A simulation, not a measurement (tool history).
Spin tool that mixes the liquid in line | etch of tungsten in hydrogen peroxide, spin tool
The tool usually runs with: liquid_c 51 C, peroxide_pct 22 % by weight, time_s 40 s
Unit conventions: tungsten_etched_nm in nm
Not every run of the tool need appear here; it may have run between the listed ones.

run    hour  liquid_c  peroxide_pct  time_s  read-back film thickness of the tungsten reference wafer, read on the same gauge (nm)  tungsten_etched_nm
  1       0        51          23.5      40                                                                                  127.7                38.3
  2    41.2        51          23.5      40                                                                                 127.68               38.32
  3    91.2        51            22      40                                                                                 127.58               36.95
  4   171.6        51            25      40                                                                                 127.38               39.23
  5   223.9        43            22      40                                                                                 127.34                22.2
  6   325.1        51            26      25                                                                                 127.14               24.87
      382.9  -- new drum of peroxide connected
  7   413.3        51            26      25                                                                                 126.95               24.99
      456.3  -- gauge calibrated
  8   501.4        51            26      25                                                                                  129.4                25.6
  9   564.2        51            22      35                                                                                  129.3               32.72
      632.9  -- thermometer replaced
 10     640        51            22      35                                                                                 129.21               32.64
 11   682.1        51            22      35                                                                                 129.14               32.84
      693.5  -- heated supply line repaired
 12   745.8        51            22      50                                                                                    129                46.5
 13     838      45.5          17.5      40                                                                                 128.87               23.61
 14   878.8      46.5            16      50                                                                                 128.79               30.06
 15   943.4        58            25      25                                                                                 128.67               37.65
 16  1000.7        51            22      40                                                                                 128.58               36.99
     1078.7  -- peroxide flow meter replaced
 17  1083.7        51            22      40                                                                                 128.44               37.06
 18  1167.9        51          26.5      60                                                                                 128.31               60.98
     1369.8  -- new drum of peroxide connected
 19  1432.7        51            22      40                                                                                 127.87               36.85
 20  1504.9      46.5            25      40                                                                                 127.75               29.83
 21  1558.5        47            18      40                                                                                 127.66               25.95
 22  1608.3        54            17      20                                                                                 127.54               19.45
     1645.1  -- thermometer replaced
 23  1699.1        51            22      40                                                                                 127.43               37.17
 24  1984.1        58            28      50                                                                                 127.01               78.35
 25  2025.5      54.5            22      50                                                                                  126.9               56.16

Here are 5 independent what-if runs from the current tool condition. What would each one return?
  A  2025.9        51            22      60                                                                                      ?                   ?
  B  2025.9        51            22      20                                                                                      ?                   ?
  C  2025.9        47            22      30                                                                                      ?                   ?
  D  2025.9      55.5            26      40                                                                                      ?                   ?
  E  2025.9        59          28.5      25                                                                                      ?                   ?

run  read-back film thickness of the tungsten reference wafer, read on the same gauge (nm)  tungsten_etched_nm
  A                                                                                 126.89               55.31
  B                                                                                 126.89               18.44
  C                                                                                 126.89               21.62
  D                                                                                 126.89               52.49
  E                                                                                 126.89               42.14
Stripped of hidden state, with their random variation kept, the same runs would have yielded:
run  tungsten_etched_nm
  A               56.67
  B               18.89
  C               22.15
  D               53.78
  E               43.18
